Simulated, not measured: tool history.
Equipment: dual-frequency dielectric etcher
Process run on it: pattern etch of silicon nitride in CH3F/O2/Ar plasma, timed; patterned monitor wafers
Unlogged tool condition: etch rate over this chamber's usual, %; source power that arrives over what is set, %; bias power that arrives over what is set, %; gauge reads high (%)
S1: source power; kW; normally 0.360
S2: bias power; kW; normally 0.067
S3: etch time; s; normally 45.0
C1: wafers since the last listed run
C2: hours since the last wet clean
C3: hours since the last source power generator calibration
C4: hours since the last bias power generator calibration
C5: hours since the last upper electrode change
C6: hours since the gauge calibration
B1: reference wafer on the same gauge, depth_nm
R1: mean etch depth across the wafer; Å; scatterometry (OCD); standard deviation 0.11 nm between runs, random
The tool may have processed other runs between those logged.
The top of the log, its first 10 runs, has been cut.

{"run": 11, "hour": 260.0, "S1": 0.36, "S2": 0.067, "S3": 45.0, "C1": 273, "C2": 188.4, "C3": 1645.4, "C4": 2326.8, "C5": 5740.6, "C6": 564.3, "B1": 22.62, "R1": 274.8}
{"run": 12, "hour": 273.4, "S1": 0.36, "S2": 0.067, "S3": 45.0, "C1": 151, "C2": 201.8, "C3": 1658.8, "C4": 2340.2, "C5": 5754.0, "C6": 577.7, "B1": 22.66, "R1": 274.4}
{"run": 13, "hour": 289.8, "S1": 0.32, "S2": 0.067, "S3": 45.0, "C1": 185, "C2": 218.2, "C3": 1675.2, "C4": 2356.6, "C5": 5770.4, "C6": 594.1, "B1": 22.62, "R1": 261.6}
{"hour": 312.0, "done": "bias power generator calibrated"}
{"run": 14, "hour": 321.1, "S1": 0.36, "S2": 0.075, "S3": 55.5, "C1": 308, "C2": 249.5, "C3": 1706.5, "C4": 9.1, "C5": 5801.7, "C6": 625.4, "B1": 22.61, "R1": 351.3}
{"run": 15, "hour": 342.2, "S1": 0.36, "S2": 0.075, "S3": 55.5, "C1": 238, "C2": 270.6, "C3": 1727.6, "C4": 30.2, "C5": 5822.8, "C6": 646.5, "B1": 22.59, "R1": 351.4}
{"run": 16, "hour": 368.7, "S1": 0.31, "S2": 0.073, "S3": 41.0, "C1": 299, "C2": 297.1, "C3": 1754.1, "C4": 56.7, "C5": 5849.3, "C6": 673.0, "B1": 22.57, "R1": 242.0}
{"run": 17, "hour": 390.0, "S1": 0.42, "S2": 0.083, "S3": 51.0, "C1": 240, "C2": 318.4, "C3": 1775.4, "C4": 78.0, "C5": 5870.6, "C6": 694.3, "B1": 22.58, "R1": 354.1}
{"hour": 417.0, "done": "wet clean of the chamber"}
{"run": 18, "hour": 424.9, "S1": 0.36, "S2": 0.078, "S3": 45.0, "C1": 123, "C2": 7.9, "C3": 1810.3, "C4": 112.9, "C5": 5905.5, "C6": 729.2, "B1": 22.58, "R1": 295.5}
{"run": 19, "hour": 442.1, "S1": 0.41, "S2": 0.067, "S3": 45.0, "C1": 194, "C2": 25.1, "C3": 1827.5, "C4": 130.1, "C5": 5922.7, "C6": 746.4, "B1": 22.61, "R1": 292.1}
{"run": 20, "hour": 465.7, "S1": 0.36, "S2": 0.067, "S3": 57.5, "C1": 266, "C2": 48.7, "C3": 1851.1, "C4": 153.7, "C5": 5946.3, "C6": 770.0, "B1": 22.61, "R1": 355.4}
{"run": 21, "hour": 499.1, "S1": 0.43, "S2": 0.057, "S3": 38.0, "C1": 377, "C2": 82.1, "C3": 1884.5, "C4": 187.1, "C5": 5979.7, "C6": 803.4, "B1": 22.58, "R1": 236.3}
{"run": 22, "hour": 518.0, "S1": 0.44, "S2": 0.067, "S3": 56.5, "C1": 213, "C2": 101.0, "C3": 1903.4, "C4": 206.0, "C5": 5998.6, "C6": 822.3, "B1": 22.59, "R1": 374.8}
{"hour": 527.9, "done": "gauge calibrated"}
{"run": 23, "hour": 531.3, "S1": 0.44, "S2": 0.067, "S3": 56.5, "C1": 150, "C2": 114.3, "C3": 1916.7, "C4": 219.3, "C5": 6011.9, "C6": 3.4, "B1": 22.63, "R1": 372.5}
{"run": 24, "hour": 558.9, "S1": 0.43, "S2": 0.056, "S3": 32.0, "C1": 311, "C2": 141.9, "C3": 1944.3, "C4": 246.9, "C5": 6039.5, "C6": 31.0, "B1": 22.59, "R1": 198.0}
{"hour": 582.8, "done": "source power generator calibrated"}
{"run": 25, "hour": 591.3, "S1": 0.44, "S2": 0.075, "S3": 39.0, "C1": 320, "C2": 174.3, "C3": 8.5, "C4": 279.3, "C5": 6071.9, "C6": 63.4, "B1": 22.56, "R1": 266.9}
{"hour": 636.2, "done": "upper electrode replaced"}
{"run": 26, "hour": 636.7, "S1": 0.41, "S2": 0.067, "S3": 34.5, "C1": 241, "C2": 219.7, "C3": 53.9, "C4": 324.7, "C5": 0.5, "C6": 108.8, "B1": 22.58, "R1": 220.7}
{"run": 27, "hour": 687.0, "S1": 0.43, "S2": 0.06, "S3": 54.5, "C1": 568, "C2": 270.0, "C3": 104.2, "C4": 375.0, "C5": 50.8, "C6": 159.1, "B1": 22.58, "R1": 338.8}
{"run": 28, "hour": 713.3, "S1": 0.29, "S2": 0.067, "S3": 40.0, "C1": 297, "C2": 296.3, "C3": 130.5, "C4": 401.3, "C5": 77.1, "C6": 185.4, "B1": 22.58, "R1": 223.1}
{"run": 29, "hour": 745.0, "S1": 0.44, "S2": 0.05, "S3": 37.0, "C1": 358, "C2": 328.0, "C3": 162.2, "C4": 433.0, "C5": 108.8, "C6": 217.1, "B1": 22.59, "R1": 217.2}
{"hour": 774.7, "done": "wet clean of the chamber"}
{"run": 30, "hour": 780.5, "S1": 0.36, "S2": 0.074, "S3": 45.0, "C1": 129, "C2": 5.8, "C3": 197.7, "C4": 468.5, "C5": 144.3, "C6": 252.6, "B1": 22.64, "R1": 290.5}
{"run": 31, "hour": 812.7, "S1": 0.32, "S2": 0.067, "S3": 55.0, "C1": 363, "C2": 38.0, "C3": 229.9, "C4": 500.7, "C5": 176.5, "C6": 284.8, "B1": 22.61, "R1": 325.2}

Predict each of these 3 candidate next runs independently; none follows another, all start after run 31:
{"run": "A", "hour": 813.1, "S1": 0.42, "S2": 0.067, "S3": 45.0, "C1": 4, "C2": 38.4, "C3": 230.3, "C4": 501.1, "C5": 176.9, "C6": 285.2, "B1": "?", "R1": "?"}
{"run": "B", "hour": 813.1, "S1": 0.4, "S2": 0.074, "S3": 51.5, "C1": 4, "C2": 38.4, "C3": 230.3, "C4": 501.1, "C5": 176.9, "C6": 285.2, "B1": "?", "R1": "?"}
{"run": "C", "hour": 813.1, "S1": 0.36, "S2": 0.067, "S3": 35.5, "C1": 4, "C2": 38.4, "C3": 230.3, "C4": 501.1, "C5": 176.9, "C6": 285.2, "B1": "?", "R1": "?"}

run=A B1=22.59 R1=295.8
run=B B1=22.59 R1=344.2
run=C B1=22.59 R1=220.0
Stripped of hidden state, with their random variation kept, the same runs would have yielded:
run=A R1=298.3
run=B R1=347.1
run=C R1=221.8

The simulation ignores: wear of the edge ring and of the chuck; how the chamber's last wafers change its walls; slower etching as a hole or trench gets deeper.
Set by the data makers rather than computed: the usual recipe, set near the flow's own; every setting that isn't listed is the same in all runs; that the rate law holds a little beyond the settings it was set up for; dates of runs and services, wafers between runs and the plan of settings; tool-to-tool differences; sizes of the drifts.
